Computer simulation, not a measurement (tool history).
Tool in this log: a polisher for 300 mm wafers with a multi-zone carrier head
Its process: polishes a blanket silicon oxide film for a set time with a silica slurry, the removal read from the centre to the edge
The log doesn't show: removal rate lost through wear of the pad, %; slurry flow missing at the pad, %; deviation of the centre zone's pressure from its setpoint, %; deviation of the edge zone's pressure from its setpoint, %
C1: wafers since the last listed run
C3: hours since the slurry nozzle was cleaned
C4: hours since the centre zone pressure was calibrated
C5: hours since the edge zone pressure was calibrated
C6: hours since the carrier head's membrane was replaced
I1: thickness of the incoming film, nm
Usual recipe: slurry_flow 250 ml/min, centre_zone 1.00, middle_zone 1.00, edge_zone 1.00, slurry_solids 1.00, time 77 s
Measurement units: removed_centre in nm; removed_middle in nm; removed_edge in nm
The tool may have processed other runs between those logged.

Run 1, day 0.000: usual settings but slurry_flow 290 ml/min; C1 0; wafers polished on this pad 4541; C3 113.9; C4 1200.3; C5 557.0; C6 753.5; I1 1693.3. Result: removed_centre 278.0 nm, removed_middle 298.1 nm, removed_edge 298.9 nm.
Run 2, day 3.138: usual settings but time 55 s; C1 644; wafers polished on this pad 5186; C3 189.2; C4 1275.6; C5 632.3; C6 828.8; I1 1705.6. Result: removed_centre 195.8 nm, removed_middle 212.3 nm, removed_edge 208.2 nm.
At day 3.492: centre zone pressure recalibrated.
Run 3, day 6.558: usual settings but slurry_solids 0.85; C1 686; wafers polished on this pad 5872; C3 271.3; C4 73.6; C5 714.4; C6 910.9; I1 1690.2. Result: removed_centre 290.6 nm, removed_middle 284.2 nm, removed_edge 276.5 nm.
At day 9.442: worn pad replaced by a new one.
Run 4, day 10.304: usual settings but slurry_flow 180 ml/min, centre_zone 1.08; C1 735; wafers polished on this pad 177; C3 361.2; C4 163.5; C5 804.3; C6 1000.8; I1 1674.7. Result: removed_centre 299.5 nm, removed_middle 288.4 nm, removed_edge 282.7 nm.
At day 10.996: carrier head's membrane replaced by a new one.
Run 5, day 13.642: usual settings; C1 643; wafers polished on this pad 820; C3 441.3; C4 243.6; C5 884.4; C6 63.5; I1 1657.8. Result: removed_centre 295.4 nm, removed_middle 295.9 nm, removed_edge 296.0 nm.
Run 6, day 16.425: usual settings but centre_zone 1.03; C1 572; wafers polished on this pad 1392; C3 508.1; C4 310.4; C5 951.2; C6 130.3; I1 1684.9. Result: removed_centre 303.6 nm, removed_middle 298.1 nm, removed_edge 291.6 nm.
Run 7, day 20.012: usual settings; C1 737; wafers polished on this pad 2130; C3 594.2; C4 396.5; C5 1037.3; C6 216.4; I1 1667.3. Result: removed_centre 294.9 nm, removed_middle 301.3 nm, removed_edge 296.8 nm.
At day 20.933: slurry nozzle cleaned.
Run 8, day 23.633: usual settings but centre_zone 0.94, edge_zone 1.08; C1 735; wafers polished on this pad 2865; C3 64.8; C4 483.4; C5 1124.2; C6 303.3; I1 1676.1. Result: removed_centre 272.6 nm, removed_middle 297.3 nm, removed_edge 305.2 nm.
At day 23.892: edge zone pressure recalibrated.
Run 9, day 27.496: usual settings but slurry_flow 195 ml/min, centre_zone 0.90; C1 776; wafers polished on this pad 3642; C3 157.5; C4 576.1; C5 86.5; C6 396.0; I1 1678.3. Result: removed_centre 246.0 nm, removed_middle 286.4 nm, removed_edge 284.4 nm.
Run 10, day 29.696: usual settings but centre_zone 0.92, slurry_solids 0.90; C1 452; wafers polished on this pad 4095; C3 210.3; C4 628.9; C5 139.3; C6 448.8; I1 1650.8. Result: removed_centre 256.7 nm, removed_middle 286.4 nm, removed_edge 282.2 nm.
Run 11, day 32.762: usual settings but slurry_flow 310 ml/min, middle_zone 0.92, slurry_solids 0.85, time 51 s; C1 630; wafers polished on this pad 4725; C3 283.9; C4 702.5; C5 212.9; C6 522.4; I1 1660.1. Result: removed_centre 183.0 nm, removed_middle 179.9 nm, removed_edge 187.4 nm.
Run 12, day 35.754: usual settings; C1 614; wafers polished on this pad 5340; C3 355.7; C4 774.3; C5 284.7; C6 594.2; I1 1696.3. Result: removed_centre 280.7 nm, removed_middle 298.1 nm, removed_edge 293.2 nm.
At day 37.362: worn pad replaced by a new one.
Run 13, day 38.392: usual settings but slurry_flow 320 ml/min, edge_zone 1.03, time 54 s; C1 507; wafers polished on this pad 211; C3 419.0; C4 837.6; C5 348.0; C6 657.5; I1 1690.6. Result: removed_centre 199.4 nm, removed_middle 213.3 nm, removed_edge 211.1 nm.
Run 14, day 41.038: usual settings but time 69 s; C1 543; wafers polished on this pad 754; C3 482.5; C4 901.1; C5 411.5; C6 721.0; I1 1678.8. Result: removed_centre 251.4 nm, removed_middle 265.1 nm, removed_edge 260.0 nm.
Run 15, day 43.892: usual settings but time 59 s; C1 586; wafers polished on this pad 1341; C3 551.0; C4 969.6; C5 480.0; C6 789.5; I1 1690.0. Result: removed_centre 216.8 nm, removed_middle 225.6 nm, removed_edge 222.8 nm.
Run 16, day 45.725: usual settings; C1 376; wafers polished on this pad 1718; C3 595.0; C4 1013.6; C5 524.0; C6 833.5; I1 1673.6. Result: removed_centre 276.2 nm, removed_middle 300.9 nm, removed_edge 291.2 nm.
Run 17, day 48.071: usual settings but slurry_solids 1.10, time 65 s; C1 482; wafers polished on this pad 2200; C3 651.3; C4 1069.9; C5 580.3; C6 889.8; I1 1666.1. Result: removed_centre 242.6 nm, removed_middle 261.0 nm, removed_edge 252.3 nm.
Run 18, day 51.488: usual settings; C1 702; wafers polished on this pad 2903; C3 733.3; C4 1151.9; C5 662.3; C6 971.8; I1 1669.6. Result: removed_centre 278.1 nm, removed_middle 297.0 nm, removed_edge 293.3 nm.
At day 52.046: slurry nozzle cleaned.
Run 19, day 55.375: usual settings but middle_zone 1.08; C1 790; wafers polished on this pad 3693; C3 79.9; C4 1245.2; C5 755.6; C6 1065.1; I1 1681.3. Result: removed_centre 277.7 nm, removed_middle 323.8 nm, removed_edge 293.5 nm.
At day 56.800: carrier head's membrane replaced by a new one.
Run 20, day 57.733: usual settings but centre_zone 1.05, time 56 s; C1 441; wafers polished on this pad 4135; C3 136.5; C4 1301.8; C5 812.2; C6 22.4; I1 1714.2. Result: removed_centre 211.3 nm, removed_middle 220.7 nm, removed_edge 214.2 nm.
At day 58.554: centre zone pressure recalibrated.
Run 21, day 59.642: usual settings; C1 375; wafers polished on this pad 4510; C3 182.3; C4 26.1; C5 858.0; C6 68.2; I1 1684.9. Result: removed_centre 297.7 nm, removed_middle 300.3 nm, removed_edge 292.5 nm.
Run 22, day 62.671: usual settings but middle_zone 0.92; C1 622; wafers polished on this pad 5133; C3 255.0; C4 98.8; C5 930.7; C6 140.9; I1 1675.9. Result: removed_centre 292.3 nm, removed_middle 280.5 nm, removed_edge 293.7 nm.

Each row is a separate what-if for the run after 22, all from the same tool condition, not one after another. Results?
Run A, day 62.692: usual settings but slurry_solids 1.25; C1 4; wafers polished on this pad 5137; C3 255.5; C4 99.3; C5 931.2; C6 141.4; I1 1691.1. Result: removed_centre ?, removed_middle ?, removed_edge ?.
Run B, day 62.692: usual settings but slurry_flow 300 ml/min, centre_zone 1.03, edge_zone 1.11, slurry_solids 1.15; C1 4; wafers polished on this pad 5137; C3 255.5; C4 99.3; C5 931.2; C6 141.4; I1 1691.1. Result: removed_centre ?, removed_middle ?, removed_edge ?.
Run C, day 62.692: usual settings but slurry_flow 190 ml/min, centre_zone 0.88, middle_zone 0.89; C1 4; wafers polished on this pad 5137; C3 255.5; C4 99.3; C5 931.2; C6 141.4; I1 1691.1. Result: removed_centre ?, removed_middle ?, removed_edge ?.

run  removed_centre  removed_middle  removed_edge
  A           309.9           320.3         312.3
  B           318.1           318.8         325.7
  C           244.5           260.5         283.1
Stripped of hidden state, with their random variation kept, the same runs would have yielded:
run  removed_centre  removed_middle  removed_edge
  A           314.7           320.3         312.3
  B           323.0           318.8         325.7
  C           248.3           260.4         283.1
